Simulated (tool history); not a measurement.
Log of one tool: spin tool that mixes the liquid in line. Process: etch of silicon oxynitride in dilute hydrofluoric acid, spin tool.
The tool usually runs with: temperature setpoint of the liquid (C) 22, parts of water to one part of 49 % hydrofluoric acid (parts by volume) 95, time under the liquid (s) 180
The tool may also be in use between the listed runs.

run	hour	temperature setpoint of the liquid (C)	parts of water to one part of 49 % hydrofluoric acid (parts by volume)	time under the liquid (s)	wafers since the last listed run	hours since the thermometer was replaced	hours since the hydrofluoric acid flow meter was replaced	hours since the gauge calibration	read-back film thickness of the silicon oxynitride reference wafer, read on the same gauge (nm)	thickness taken off the silicon oxynitride on a monitor wafer (Å)
1	0	22	65	180	0	994	1066.6	568.6	60.007	44.41
2	55.5	22	65	180	522	1049.5	1122.1	624.1	60.007	44.73
3	123	22	95	180	635	1117	1189.6	691.6	59.986	29.56
4	150.1	22	95	155	254	1144.1	1216.7	718.7	59.998	25.54
5	193.3	22	95	155	406	1187.3	1259.9	761.9	59.99	25.54
6	224.8	22	95	155	296	1218.8	1291.4	793.4	60.004	25.61
7	385.7	22	95	180	1513	1379.7	1452.3	954.3	59.991	29.36
8	439.4	22	95	180	505	1433.4	1506	1008	60.007	29.22
9	472.6	22	95	180	312	1466.6	1539.2	1041.2	59.99	29.22
# hour 489.9: hydrofluoric acid flow meter replaced
10	508.1	22	95	180	324	1502.1	18.2	1076.7	60.006	27.84
# hour 512.7: gauge calibrated
11	578.7	22	95	180	664	1572.7	88.8	66	59.975	27.53
# hour 582.5: thermometer replaced
12	622.4	22	95	180	401	39.9	132.5	109.7	59.997	27.78
13	671.3	22	95	180	460	88.8	181.4	158.6	60.004	28.09
14	709.8	22	60	180	362	127.3	219.9	197.1	60.001	45.83
# hour 722.2: hydrofluoric acid flow meter replaced, repeated, since the last time left the tool worse
15	736.2	18.5	55	180	238	153.7	14	223.5	60.021	46.12
16	773.2	22	95	180	348	190.7	51	260.5	60	31.21
17	818.4	19.5	45	180	425	235.9	96.2	305.7	60.013	59.25
18	881.6	17.5	65	135	594	299.1	159.4	368.9	60.019	27.47
19	931	22	115	180	464	348.5	208.8	418.3	59.983	25.08
20	978	25	95	100	442	395.5	255.8	465.3	60.011	19.52
21	1046.3	22	95	140	642	463.8	324.1	533.6	60.011	23.9
22	1114.1	22	95	180	637	531.6	391.9	601.4	59.997	30.66
23	1170.8	24	130	180	533	588.3	448.6	658.1	60.018	24.08
24	1196.7	18.5	95	180	243	614.2	474.5	684	60.017	25.97

Below are 4 alternative next runs, each starting from the tool's condition after run 24. Predict each:
A	1197.2	22	95	180	4	614.7	475	684.5	?	?
B	1197.2	25	70	180	4	614.7	475	684.5	?	?
C	1197.2	24.5	135	180	4	614.7	475	684.5	?	?
D	1197.2	22	95	260	4	614.7	475	684.5	?	?

run	read-back film thickness of the silicon oxynitride reference wafer, read on the same gauge (nm)	thickness taken off the silicon oxynitride on a monitor wafer (Å)
A	59.996	30.7
B	59.996	49.13
C	59.996	23.53
D	59.996	44.35
The same runs, with their run-to-run variation unchanged, on a tool lacking any hidden condition would have given:
run	thickness taken off the silicon oxynitride on a monitor wafer (Å)
A	31.23
B	49.97
C	23.95
D	45.11
